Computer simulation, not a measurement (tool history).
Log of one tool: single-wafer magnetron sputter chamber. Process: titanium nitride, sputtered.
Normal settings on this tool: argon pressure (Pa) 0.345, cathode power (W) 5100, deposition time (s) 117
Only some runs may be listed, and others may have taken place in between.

run	day	argon pressure (Pa)	cathode power (W)	deposition time (s)	read-back reference wafer on the same gauge, thickness_nm	mean film thickness on the monitor wafer (Å)
1	0	0.345	5100	117	135.74	1155.01
2	0.862	0.345	5100	117	136.035	1153.39
3	2.338	0.345	5100	117	135.867	1156.12
4	3.712	0.345	5100	117	136.297	1153.99
5	5.158	0.345	5100	117	135.773	1159.99
6	6.483	0.345	5100	117	135.939	1161.49
# day 9.354: magnet pack replaced
# day 9.538: sputter target and shields replaced
7	9.558	0.345	5100	117	136.02	1164.51
8	10.508	0.345	4350	117	136.015	1021.27
9	11.096	0.345	4350	117	136.074	1020.1
# day 11.346: gauge calibrated
10	12.138	0.345	4350	117	136.025	1009.98
11	13.288	0.345	5100	117	136.118	1153.23
12	14.083	0.399	5100	117	136.042	1141.96
13	15.096	0.345	5100	117	136.097	1159.25
14	16.108	0.345	5100	117	136	1152.37
# day 17.5: capacitance manometer re-zeroed and calibrated
15	17.521	0.345	5100	131	136.083	1298.33
16	18.654	0.345	5100	117	136.028	1157.77
17	19.283	0.345	5100	117	136.056	1159.42
18	20.508	0.345	5100	117	135.89	1156.33
19	21.279	0.238	6100	100	135.919	1178.47
20	22.404	0.455	4000	131	135.733	1034.1
21	23.188	0.345	4650	117	136.092	1066.88
22	23.696	0.243	3850	126	135.81	1025.74
23	24.317	0.273	4750	117	135.745	1111.6
24	25.458	0.307	5100	140	136.054	1398.59
25	26.7	0.26	4350	127	135.847	1136.96
# day 27.821: sputter target and shields replaced
26	28.129	0.405	4100	128	135.886	1047.49
27	29.138	0.215	5650	117	136.073	1306.71
28	30.008	0.345	5100	117	136.001	1153.08
29	31.125	0.345	5100	126	135.995	1251.5
30	32.396	0.419	4000	117	135.974	935.99
31	32.912	0.345	5100	110	135.85	1083.1
32	33.846	0.345	5100	103	135.839	1013.72
33	35.138	0.345	4000	117	136.299	959.2
34	36.533	0.277	5950	117	135.983	1337.85
35	37.696	0.345	5100	117	135.803	1166.53

Predict each of these 4 candidate next runs independently; none follows another, all start after run 35:
A	37.712	0.345	5100	117	?	?
B	37.712	0.345	4550	96	?	?
C	37.712	0.481	5700	137	?	?
D	37.712	0.23	6150	98	?	?

run	read-back reference wafer on the same gauge, thickness_nm	mean film thickness on the monitor wafer (Å)
A	135.981	1155.9
B	135.981	865.35
C	135.981	1426.94
D	135.981	1167.93
The same runs, with their run-to-run variation unchanged, on a tool lacking any hidden condition would have given:
run	mean film thickness on the monitor wafer (Å)
A	1155.9
B	865.35
C	1426.94
D	1167.93

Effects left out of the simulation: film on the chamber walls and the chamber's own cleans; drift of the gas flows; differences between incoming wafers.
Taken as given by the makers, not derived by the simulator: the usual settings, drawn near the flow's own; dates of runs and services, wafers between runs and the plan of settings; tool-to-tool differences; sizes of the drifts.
